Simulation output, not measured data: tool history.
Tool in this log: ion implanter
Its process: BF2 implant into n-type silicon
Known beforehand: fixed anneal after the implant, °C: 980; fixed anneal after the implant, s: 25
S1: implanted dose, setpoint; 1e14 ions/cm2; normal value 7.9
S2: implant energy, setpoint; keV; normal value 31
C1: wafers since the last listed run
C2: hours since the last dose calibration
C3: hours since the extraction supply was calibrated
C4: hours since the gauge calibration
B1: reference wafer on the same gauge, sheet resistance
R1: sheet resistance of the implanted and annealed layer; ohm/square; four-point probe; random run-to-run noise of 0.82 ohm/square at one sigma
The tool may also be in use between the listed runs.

Run 1, day 0: usual settings; C1 0; C2 1471.7; C3 4464; C4 1126.3; B1 169.95. Result: R1 189.03 ohm/square.
Run 2, day 4.042: usual settings; C1 762; C2 1568.7; C3 4561; C4 1223.3; B1 169.48. Result: R1 189.7 ohm/square.
Run 3, day 5.654: usual settings; C1 304; C2 1607.4; C3 4599.7; C4 1262; B1 169.93. Result: R1 191.78 ohm/square.
Run 4, day 7.779: usual settings; C1 400; C2 1658.4; C3 4650.7; C4 1313; B1 170.2. Result: R1 191.41 ohm/square.
Run 5, day 10.967: usual settings; C1 601; C2 1734.9; C3 4727.2; C4 1389.5; B1 169.9. Result: R1 192.86 ohm/square.
Run 6, day 12.746: usual settings; C1 335; C2 1777.6; C3 4769.9; C4 1432.2; B1 170. Result: R1 190.74 ohm/square.
Run 7, day 16.183: usual settings; C1 648; C2 1860.1; C3 4852.4; C4 1514.7; B1 170.29. Result: R1 191.18 ohm/square.
Run 8, day 17.717: usual settings; C1 289; C2 1896.9; C3 4889.2; C4 1551.5; B1 170.3. Result: R1 191.15 ohm/square.
Run 9, day 19.371: usual settings; C1 312; C2 1936.6; C3 4928.9; C4 1591.2; B1 169.95. Result: R1 191.12 ohm/square.
Run 10, day 23.475: usual settings; C1 774; C2 2035.1; C3 5027.4; C4 1689.7; B1 170.15. Result: R1 192.18 ohm/square.
Run 11, day 25.333: usual settings; C1 350; C2 2079.7; C3 5072; C4 1734.3; B1 169.84. Result: R1 189.59 ohm/square.
Run 12, day 29.792: usual settings; C1 841; C2 2186.7; C3 5179; C4 1841.3; B1 169.49. Result: R1 190.75 ohm/square.
Run 13, day 32.638: usual settings; C1 537; C2 2255; C3 5247.3; C4 1909.6; B1 170.17. Result: R1 191.52 ohm/square.
Run 14, day 34.367: usual settings; C1 326; C2 2296.5; C3 5288.8; C4 1951.1; B1 169.7. Result: R1 192 ohm/square.
Run 15, day 36.871: usual settings; C1 472; C2 2356.6; C3 5348.9; C4 2011.2; B1 170.06. Result: R1 189.79 ohm/square.
Run 16, day 39.958: usual settings; C1 582; C2 2430.7; C3 5423; C4 2085.3; B1 169.51. Result: R1 192.66 ohm/square.
Run 17, day 42.817: usual settings; C1 539; C2 2499.3; C3 5491.6; C4 2153.9; B1 170.2. Result: R1 190.94 ohm/square.
At day 45.85: Faraday cup replaced and dose calibrated.
Run 18, day 46.125: usual settings but S1 8.54 1e14 ions/cm2; C1 561; C2 6.6; C3 5571; C4 2233.3; B1 170.01. Result: R1 182.29 ohm/square.
Run 19, day 49.896: usual settings but S1 5.99 1e14 ions/cm2, S2 34 keV; C1 711; C2 97.1; C3 5661.5; C4 2323.8; B1 170.12. Result: R1 211.49 ohm/square.
Run 20, day 51.933: usual settings but S1 10.01 1e14 ions/cm2, S2 22.5 keV; C1 384; C2 146; C3 5710.4; C4 2372.7; B1 169.85. Result: R1 203.04 ohm/square.
Run 21, day 53.571: usual settings but S1 10.25 1e14 ions/cm2; C1 308; C2 185.3; C3 5749.7; C4 2412; B1 169.91. Result: R1 170.46 ohm/square.
Run 22, day 55.646: usual settings but S1 7.3 1e14 ions/cm2, S2 24.5 keV; C1 391; C2 235.1; C3 5799.5; C4 2461.8; B1 170.11. Result: R1 212.81 ohm/square.
Run 23, day 57.921: usual settings but S1 8.99 1e14 ions/cm2, S2 23 keV; C1 429; C2 289.7; C3 5854.1; C4 2516.4; B1 169.92. Result: R1 205.32 ohm/square.
At day 58.079: gauge calibrated.
Run 24, day 61.054: usual settings but S1 9.38 1e14 ions/cm2, S2 42 keV; C1 591; C2 364.9; C3 5929.3; C4 71.4; B1 169.71. Result: R1 155.14 ohm/square.
Run 25, day 63.242: usual settings but S1 8.79 1e14 ions/cm2, S2 26 keV; C1 412; C2 417.4; C3 5981.8; C4 123.9; B1 170.42. Result: R1 195.98 ohm/square.
Run 26, day 66.442: usual settings but S1 8.62 1e14 ions/cm2; C1 603; C2 494.2; C3 6058.6; C4 200.7; B1 169.88. Result: R1 182.35 ohm/square.
Run 27, day 69.412: usual settings but S1 9.36 1e14 ions/cm2, S2 36 keV; C1 560; C2 565.5; C3 6129.9; C4 272; B1 169.89. Result: R1 167.03 ohm/square.
Run 28, day 72.817: usual settings; C1 642; C2 647.2; C3 6211.6; C4 353.7; B1 170.01. Result: R1 189.98 ohm/square.
Run 29, day 75.108: usual settings but S1 10.1 1e14 ions/cm2, S2 24.5 keV; C1 432; C2 702.2; C3 6266.6; C4 408.7; B1 170.24. Result: R1 193.13 ohm/square.
At day 76.512: extraction supply calibrated.
Run 30, day 78.5: usual settings but S1 6.91 1e14 ions/cm2, S2 24 keV; C1 577; C2 783.6; C3 47.7; C4 490.1; B1 170.48. Result: R1 221.5 ohm/square.
Run 31, day 81.025: usual settings but S1 8.54 1e14 ions/cm2; C1 476; C2 844.2; C3 108.3; C4 550.7; B1 169.9. Result: R1 183.31 ohm/square.
Run 32, day 85.842: usual settings but S1 6.47 1e14 ions/cm2, S2 41.5 keV; C1 908; C2 959.8; C3 223.9; C4 666.3; B1 170.52. Result: R1 195.69 ohm/square.
Run 33, day 88.779: usual settings but S1 5.79 1e14 ions/cm2, S2 40.5 keV; C1 554; C2 1030.3; C3 294.4; C4 736.8; B1 169.53. Result: R1 213.23 ohm/square.
Run 34, day 91.096: usual settings but S1 8.54 1e14 ions/cm2; C1 437; C2 1085.9; C3 350; C4 792.4; B1 170.2. Result: R1 185.06 ohm/square.
Run 35, day 95.029: usual settings but S1 8.63 1e14 ions/cm2, S2 21.5 keV; C1 742; C2 1180.3; C3 444.4; C4 886.8; B1 170.1. Result: R1 216.71 ohm/square.
Run 36, day 98.275: usual settings but S2 21 keV; C1 612; C2 1258.2; C3 522.3; C4 964.7; B1 170.03. Result: R1 223.05 ohm/square.

Across each entry between runs, compare the hidden state at the last listed run before it with the hidden state at the first listed run after it:
Logged between run 17 and run 18: Faraday cup replaced and dose calibrated (day 45.85)
  deviation of the true dose from the Faraday cup's reading, %: -5.1 -> 0.0166
  what was measured, less what the result would be without the hidden state, R1: +4.24 -> -0.01 ohm/square
Logged between run 23 and run 24: gauge calibrated (day 58.079)
  deviation of the true dose from the Faraday cup's reading, %: -1.57 -> -1.9
  what was measured, less what the result would be without the hidden state, R1: +0.86 -> +1.27 ohm/square
Logged between run 29 and run 30: extraction supply calibrated (day 76.512)
  deviation of the true dose from the Faraday cup's reading, %: -3.05 -> -3.27
  what was measured, less what the result would be without the hidden state, R1: +1.39 -> +3.09 ohm/square
